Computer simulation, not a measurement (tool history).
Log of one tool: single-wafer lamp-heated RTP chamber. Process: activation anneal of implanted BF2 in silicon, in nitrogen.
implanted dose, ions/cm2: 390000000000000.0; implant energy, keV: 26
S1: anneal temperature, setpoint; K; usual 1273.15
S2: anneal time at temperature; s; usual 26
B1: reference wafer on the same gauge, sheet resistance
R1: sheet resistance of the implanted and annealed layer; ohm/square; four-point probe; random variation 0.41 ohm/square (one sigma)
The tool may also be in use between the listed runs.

{"run": 1, "hour": 0.0, "S1": 1273.15, "S2": 26, "B1": 270.04, "R1": 272.74}
{"run": 2, "hour": 65.7, "S1": 1273.15, "S2": 26, "B1": 270.02, "R1": 272.15}
{"hour": 142.5, "done": "pyrometer window cleaned and pyrometer calibrated"}
{"run": 3, "hour": 143.0, "S1": 1273.15, "S2": 26, "B1": 270.0, "R1": 274.24}
{"run": 4, "hour": 179.9, "S1": 1273.15, "S2": 26, "B1": 269.98, "R1": 273.0}
{"run": 5, "hour": 208.0, "S1": 1273.15, "S2": 26, "B1": 270.06, "R1": 273.13}
{"run": 6, "hour": 252.8, "S1": 1273.15, "S2": 26, "B1": 269.95, "R1": 273.58}
{"run": 7, "hour": 286.4, "S1": 1273.15, "S2": 26, "B1": 269.98, "R1": 272.81}
{"hour": 308.5, "done": "gauge calibrated"}
{"run": 8, "hour": 326.5, "S1": 1273.15, "S2": 26, "B1": 270.07, "R1": 272.94}
{"run": 9, "hour": 370.9, "S1": 1273.15, "S2": 26, "B1": 269.97, "R1": 272.19}
{"hour": 399.0, "done": "reflector plate cleaned"}
{"hour": 436.1, "done": "pyrometer window cleaned and pyrometer calibrated"}
{"run": 10, "hour": 439.5, "S1": 1286.15, "S2": 26, "B1": 269.95, "R1": 270.8}
{"run": 11, "hour": 470.1, "S1": 1288.15, "S2": 20, "B1": 270.0, "R1": 272.4}
{"run": 12, "hour": 532.0, "S1": 1265.15, "S2": 18, "B1": 270.03, "R1": 275.98}
{"run": 13, "hour": 565.5, "S1": 1273.15, "S2": 26, "B1": 270.07, "R1": 272.93}
{"run": 14, "hour": 618.7, "S1": 1273.15, "S2": 13, "B1": 270.09, "R1": 274.2}
{"run": 15, "hour": 676.6, "S1": 1273.15, "S2": 37, "B1": 270.07, "R1": 270.32}
{"hour": 719.3, "done": "pyrometer window cleaned and pyrometer calibrated"}
{"run": 16, "hour": 765.3, "S1": 1260.15, "S2": 11, "B1": 270.05, "R1": 279.94}
{"run": 17, "hour": 816.5, "S1": 1252.15, "S2": 37, "B1": 269.99, "R1": 276.81}
{"run": 18, "hour": 859.3, "S1": 1258.15, "S2": 14, "B1": 269.92, "R1": 278.94}
{"hour": 860.3, "done": "gauge calibrated"}
{"run": 19, "hour": 903.3, "S1": 1273.15, "S2": 26, "B1": 270.03, "R1": 272.59}

The same runs without the tool's hidden state, with the same run-to-run variation:
The hidden state here: true wafer temperature minus pyrometer reading, K; wafer temperature error from the tarnished reflector plate, K; gauge reads high (%).
run=1 R1=273.26
run=2 R1=273.15
run=3 R1=274.31
run=4 R1=273.11
run=5 R1=273.32
run=6 R1=273.99
run=7 R1=273.44
run=8 R1=273.89
run=9 R1=273.55
run=10 R1=270.87
run=11 R1=272.48
run=12 R1=276.54
run=13 R1=273.49
run=14 R1=275.19
run=15 R1=272.01
run=16 R1=280.26
run=17 R1=277.54
run=18 R1=280.40
run=19 R1=273.55

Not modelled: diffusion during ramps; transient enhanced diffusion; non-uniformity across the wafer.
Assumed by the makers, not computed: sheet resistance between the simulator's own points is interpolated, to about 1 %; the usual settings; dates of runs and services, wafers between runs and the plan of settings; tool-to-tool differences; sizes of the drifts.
